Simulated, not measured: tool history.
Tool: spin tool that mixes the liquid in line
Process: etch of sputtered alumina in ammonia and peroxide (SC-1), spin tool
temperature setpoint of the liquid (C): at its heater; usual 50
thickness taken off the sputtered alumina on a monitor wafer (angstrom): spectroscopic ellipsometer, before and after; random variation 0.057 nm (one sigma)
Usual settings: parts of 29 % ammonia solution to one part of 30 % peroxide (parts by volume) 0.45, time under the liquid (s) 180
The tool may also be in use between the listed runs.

| run | hour | temperature setpoint of the liquid (C) | parts of 29 % ammonia solution to one part of 30 % peroxide (parts by volume) | time under the liquid (s) | wafers since the last listed run | hours since the thermometer was replaced | hours since the ammonia flow meter was replaced | hours since the heated supply line was repaired | hours since the drum of ammonia solution was connected | hours since the gauge calibration | read-back film thickness of the sputtered alumina reference wafer, read on the same gauge (nm) | thickness taken off the sputtered alumina on a monitor wafer (angstrom) |
|---|---|---|---|---|---|---|---|---|---|---|---|---|
| 1 | 0 | 56.5 | 0.35 | 180 | 0 | 295 | 469.3 | 2458.9 | 583.2 | 521.6 | 150.05 | 117.7 |
|  | 8.1 | ammonia flow meter replaced |
| 2 | 67.4 | 53 | 0.45 | 180 | 476 | 362.4 | 59.3 | 2526.3 | 650.6 | 589 | 150.03 | 100.4 |
| 3 | 129.5 | 47.5 | 0.45 | 180 | 445 | 424.5 | 121.4 | 2588.4 | 712.7 | 651.1 | 149.99 | 73.2 |
| 4 | 164.7 | 47.5 | 0.45 | 180 | 252 | 459.7 | 156.6 | 2623.6 | 747.9 | 686.3 | 150.04 | 72.8 |
| 5 | 195.3 | 50 | 0.45 | 180 | 219 | 490.3 | 187.2 | 2654.2 | 778.5 | 716.9 | 150.04 | 84.4 |
|  | 280.6 | thermometer replaced |
| 6 | 304.6 | 50 | 0.45 | 180 | 776 | 24 | 296.5 | 2763.5 | 887.8 | 826.2 | 149.98 | 88 |
|  | 347 | new drum of ammonia solution connected |
| 7 | 359.6 | 50 | 0.45 | 180 | 387 | 79 | 351.5 | 2818.5 | 12.6 | 881.2 | 150.01 | 87 |
|  | 384 | ammonia flow meter replaced |
| 8 | 393.1 | 50 | 0.45 | 180 | 233 | 112.5 | 9.1 | 2852 | 46.1 | 914.7 | 150.03 | 88.4 |
| 9 | 454.2 | 57.5 | 0.45 | 180 | 438 | 173.6 | 70.2 | 2913.1 | 107.2 | 975.8 | 150.03 | 130.1 |
|  | 468 | heated supply line repaired |
| 10 | 524.8 | 57.5 | 0.45 | 180 | 499 | 244.2 | 140.8 | 56.8 | 177.8 | 1046.4 | 150.05 | 128.2 |
|  | 573 | gauge calibrated |
| 11 | 573.9 | 50 | 0.45 | 180 | 352 | 293.3 | 189.9 | 105.9 | 226.9 | 0.9 | 150.02 | 86.2 |
| 12 | 615.6 | 55 | 0.3 | 75 | 299 | 335 | 231.6 | 147.6 | 268.6 | 42.6 | 149.98 | 45.2 |
| 13 | 647.6 | 50 | 0.35 | 125 | 229 | 367 | 263.6 | 179.6 | 300.6 | 74.6 | 150.05 | 58 |
| 14 | 690.1 | 45 | 0.55 | 180 | 304 | 409.5 | 306.1 | 222.1 | 343.1 | 117.1 | 149.97 | 65.1 |
| 15 | 716.1 | 50 | 0.45 | 180 | 186 | 435.5 | 332.1 | 248.1 | 369.1 | 143.1 | 149.98 | 84.8 |
| 16 | 743.3 | 57.5 | 0.45 | 180 | 195 | 462.7 | 359.3 | 275.3 | 396.3 | 170.3 | 150.02 | 126.8 |
| 17 | 776.5 | 50 | 0.55 | 270 | 238 | 495.9 | 392.5 | 308.5 | 429.5 | 203.5 | 149.99 | 129.5 |
|  | 803.5 | ammonia flow meter replaced |
| 18 | 854 | 50 | 0.45 | 115 | 548 | 573.4 | 50.5 | 386 | 507 | 281 | 149.97 | 53 |
|  | 859.2 | thermometer replaced |
| 19 | 910.7 | 50 | 0.45 | 180 | 399 | 51.5 | 107.2 | 442.7 | 563.7 | 337.7 | 150.01 | 87.7 |
| 20 | 953.7 | 59.5 | 0.4 | 275 | 308 | 94.5 | 150.2 | 485.7 | 606.7 | 380.7 | 150.01 | 217.5 |
| 21 | 983.2 | 58.5 | 0.4 | 250 | 211 | 124 | 179.7 | 515.2 | 636.2 | 410.2 | 149.96 | 187.8 |
| 22 | 1044.9 | 55.5 | 0.45 | 180 | 442 | 185.7 | 241.4 | 576.9 | 697.9 | 471.9 | 150.02 | 115.7 |
| 23 | 1074.9 | 50 | 0.45 | 180 | 215 | 215.7 | 271.4 | 606.9 | 727.9 | 501.9 | 150 | 86.6 |
| 24 | 1135.5 | 41 | 0.4 | 230 | 434 | 276.3 | 332 | 667.5 | 788.5 | 562.5 | 150 | 64.9 |

4 ways to go on from here, each from the tool as it stands after run 24. What would each give?
| A | 1136 | 50 | 0.45 | 255 | 3 | 276.8 | 332.5 | 668 | 789 | 563 | ? | ? |
| B | 1136 | 50 | 0.6 | 140 | 3 | 276.8 | 332.5 | 668 | 789 | 563 | ? | ? |
| C | 1136 | 56.5 | 0.45 | 140 | 3 | 276.8 | 332.5 | 668 | 789 | 563 | ? | ? |
| D | 1136 | 50 | 0.45 | 210 | 3 | 276.8 | 332.5 | 668 | 789 | 563 | ? | ? |

| run | read-back film thickness of the sputtered alumina reference wafer, read on the same gauge (nm) | thickness taken off the sputtered alumina on a monitor wafer (angstrom) |
|---|---|---|
| A | 150.01 | 121.1 |
| B | 150.01 | 68.3 |
| C | 150.01 | 94.4 |
| D | 150.01 | 99.7 |
Without the tool's hidden state the same runs would have given:
| run | thickness taken off the sputtered alumina on a monitor wafer (angstrom) |
|---|---|
| A | 124.5 |
| B | 70.2 |
| C | 96.9 |
| D | 102.5 |
